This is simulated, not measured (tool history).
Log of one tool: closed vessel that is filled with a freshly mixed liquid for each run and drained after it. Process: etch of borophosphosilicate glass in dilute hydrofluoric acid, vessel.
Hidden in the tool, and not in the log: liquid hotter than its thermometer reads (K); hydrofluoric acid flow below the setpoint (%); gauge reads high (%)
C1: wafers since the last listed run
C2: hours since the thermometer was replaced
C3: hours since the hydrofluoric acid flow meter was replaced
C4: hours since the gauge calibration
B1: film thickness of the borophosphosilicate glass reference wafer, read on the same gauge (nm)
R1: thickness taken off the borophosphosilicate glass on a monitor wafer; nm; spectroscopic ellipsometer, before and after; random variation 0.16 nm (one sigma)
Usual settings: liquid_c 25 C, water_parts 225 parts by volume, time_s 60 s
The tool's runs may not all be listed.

{"run": 1, "hour": 0.0, "liquid_c": 23, "water_parts": 225, "time_s": 60, "C1": 0, "C2": 1373.2, "C3": 684.2, "C4": 402.4, "B1": 59.99, "R1": 13.06}
{"hour": 46.1, "done": "hydrofluoric acid flow meter replaced"}
{"run": 2, "hour": 49.0, "liquid_c": 25, "water_parts": 225, "time_s": 50, "C1": 6645, "C2": 1422.2, "C3": 2.9, "C4": 451.4, "B1": 60.01, "R1": 12.97}
{"hour": 88.7, "done": "gauge calibrated"}
{"run": 3, "hour": 119.1, "liquid_c": 25, "water_parts": 225, "time_s": 50, "C1": 9704, "C2": 1492.3, "C3": 73, "C4": 30.4, "B1": 60.01, "R1": 12.72}
{"run": 4, "hour": 190.9, "liquid_c": 25, "water_parts": 225, "time_s": 50, "C1": 9940, "C2": 1564.1, "C3": 144.8, "C4": 102.2, "B1": 60.01, "R1": 12.65}
{"run": 5, "hour": 230.3, "liquid_c": 25, "water_parts": 225, "time_s": 60, "C1": 5454, "C2": 1603.5, "C3": 184.2, "C4": 141.6, "B1": 60, "R1": 15.26}
{"run": 6, "hour": 295.1, "liquid_c": 25, "water_parts": 225, "time_s": 60, "C1": 8970, "C2": 1668.3, "C3": 249, "C4": 206.4, "B1": 60, "R1": 15.01}
{"run": 7, "hour": 323.5, "liquid_c": 25, "water_parts": 225, "time_s": 60, "C1": 3931, "C2": 1696.7, "C3": 277.4, "C4": 234.8, "B1": 60.01, "R1": 14.86}
{"run": 8, "hour": 385.5, "liquid_c": 25, "water_parts": 225, "time_s": 60, "C1": 8583, "C2": 1758.7, "C3": 339.4, "C4": 296.8, "B1": 60, "R1": 14.85}
{"run": 9, "hour": 450.1, "liquid_c": 25, "water_parts": 225, "time_s": 60, "C1": 8943, "C2": 1823.3, "C3": 404, "C4": 361.4, "B1": 60.01, "R1": 14.87}
{"run": 10, "hour": 500.1, "liquid_c": 25, "water_parts": 225, "time_s": 60, "C1": 6922, "C2": 1873.3, "C3": 454, "C4": 411.4, "B1": 60, "R1": 14.58}
{"run": 11, "hour": 552.3, "liquid_c": 25, "water_parts": 225, "time_s": 45, "C1": 7226, "C2": 1925.5, "C3": 506.2, "C4": 463.6, "B1": 60.01, "R1": 10.8}
{"run": 12, "hour": 601.8, "liquid_c": 25, "water_parts": 225, "time_s": 60, "C1": 6852, "C2": 1975, "C3": 555.7, "C4": 513.1, "B1": 60.01, "R1": 14.23}
{"hour": 604.5, "done": "gauge calibrated"}
{"run": 13, "hour": 629.8, "liquid_c": 25, "water_parts": 225, "time_s": 60, "C1": 3876, "C2": 2003, "C3": 583.7, "C4": 25.3, "B1": 60.01, "R1": 14.16}
{"hour": 647.8, "done": "thermometer replaced"}
{"run": 14, "hour": 673.5, "liquid_c": 29, "water_parts": 225, "time_s": 50, "C1": 5911, "C2": 25.7, "C3": 627.4, "C4": 69, "B1": 60, "R1": 13.36}
{"hour": 724.6, "done": "hydrofluoric acid flow meter replaced"}
{"run": 15, "hour": 734.7, "liquid_c": 22.5, "water_parts": 325, "time_s": 60, "C1": 8334, "C2": 86.9, "C3": 10.1, "C4": 130.2, "B1": 60.01, "R1": 9.16}
{"run": 16, "hour": 798.9, "liquid_c": 25, "water_parts": 165, "time_s": 60, "C1": 8887, "C2": 151.1, "C3": 74.3, "C4": 194.4, "B1": 60, "R1": 22.46}
{"run": 17, "hour": 847.4, "liquid_c": 30, "water_parts": 160, "time_s": 60, "C1": 6714, "C2": 199.6, "C3": 122.8, "C4": 242.9, "B1": 59.98, "R1": 28.03}
{"run": 18, "hour": 907.6, "liquid_c": 25, "water_parts": 190, "time_s": 60, "C1": 8334, "C2": 259.8, "C3": 183, "C4": 303.1, "B1": 60, "R1": 18.62}
{"run": 19, "hour": 960.5, "liquid_c": 22.5, "water_parts": 320, "time_s": 75, "C1": 7323, "C2": 312.7, "C3": 235.9, "C4": 356, "B1": 60, "R1": 11.12}

4 ways to go on from here, each from the tool as it stands after run 19. What would each give?
{"run": "A", "hour": 961.2, "liquid_c": 25, "water_parts": 280, "time_s": 60, "C1": 96, "C2": 313.4, "C3": 236.6, "C4": 356.7, "B1": "?", "R1": "?"}
{"run": "B", "hour": 961.2, "liquid_c": 21.5, "water_parts": 225, "time_s": 80, "C1": 96, "C2": 313.4, "C3": 236.6, "C4": 356.7, "B1": "?", "R1": "?"}
{"run": "C", "hour": 961.2, "liquid_c": 21.5, "water_parts": 270, "time_s": 60, "C1": 96, "C2": 313.4, "C3": 236.6, "C4": 356.7, "B1": "?", "R1": "?"}
{"run": "D", "hour": 961.2, "liquid_c": 27, "water_parts": 145, "time_s": 60, "C1": 96, "C2": 313.4, "C3": 236.6, "C4": 356.7, "B1": "?", "R1": "?"}

run=A B1=59.99 R1=11.24
run=B B1=59.99 R1=17.41
run=C B1=59.99 R1=10.4
run=D B1=59.99 R1=27.21
Without the tool's hidden state the same runs would have given:
run=A R1=11.78
run=B R1=18.2
run=C R1=10.89
run=D R1=28.4
